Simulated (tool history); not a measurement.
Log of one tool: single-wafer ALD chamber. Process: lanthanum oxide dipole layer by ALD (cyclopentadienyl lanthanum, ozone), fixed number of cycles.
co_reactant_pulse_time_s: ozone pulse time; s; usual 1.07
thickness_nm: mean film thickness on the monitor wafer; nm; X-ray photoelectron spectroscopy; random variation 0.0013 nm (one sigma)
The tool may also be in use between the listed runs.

run	hour	co_reactant_pulse_time_s	wafers since the last listed run	hours since the last thermocouple change	hours since the last ozone generator service	hours since the showerhead was replaced	hours since the gauge calibration	read-back reference wafer on the same gauge, thickness_nm	thickness_nm
1	0.0	1.07	0	808.2	1869.7	5628.1	361.1	0.540	0.480
2	7.5	1.07	135	815.7	1877.2	5635.6	368.6	0.540	0.480
3	22.6	1.07	273	830.8	1892.3	5650.7	383.7	0.539	0.480
4	40.5	1.07	324	848.7	1910.2	5668.6	401.6	0.540	0.478
5	55.9	1.07	279	864.1	1925.6	5684.0	417.0	0.540	0.479
# hour 69.7: showerhead replaced
6	71.2	1.34	132	879.4	1940.9	1.5	432.3	0.540	0.515
# hour 98.4: ozone generator serviced
7	104.3	1.34	454	912.5	5.9	34.6	465.4	0.540	0.536
8	113.2	0.94	161	921.4	14.8	43.5	474.3	0.540	0.485
9	123.0	1.07	177	931.2	24.6	53.3	484.1	0.540	0.509
10	139.6	1.07	300	947.8	41.2	69.9	500.7	0.540	0.508
11	151.9	1.16	222	960.1	53.5	82.2	513.0	0.540	0.519
12	159.1	1.16	130	967.3	60.7	89.4	520.2	0.540	0.518
13	168.7	1.07	174	976.9	70.3	99.0	529.8	0.540	0.507
14	186.3	1.44	319	994.5	87.9	116.6	547.4	0.540	0.545
15	196.7	1.47	188	1004.9	98.3	127.0	557.8	0.540	0.547
16	205.0	1.07	150	1013.2	106.6	135.3	566.1	0.540	0.506
17	219.5	1.07	262	1027.7	121.1	149.8	580.6	0.540	0.506
# hour 221.4: gauge calibrated
18	228.3	0.75	159	1036.5	129.9	158.6	6.9	0.540	0.441
19	236.9	1.41	155	1045.1	138.5	167.2	15.5	0.540	0.539
20	244.3	1.07	134	1052.5	145.9	174.6	22.9	0.540	0.507
21	256.0	0.78	212	1064.2	157.6	186.3	34.6	0.540	0.446
22	269.7	1.16	248	1077.9	171.3	200.0	48.3	0.540	0.517

Forecast run 23:
# hour 284.0: thermocouple changed; heater temperature recalibrated
23	286.3	1.07	155	2.3	187.9	216.6	64.9	?	?

Run 23 gave read-back reference wafer on the same gauge, thickness_nm 0.540, thickness_nm 0.506 nm.
Without the tool's hidden state the same run would have given thickness_nm 0.509 nm.
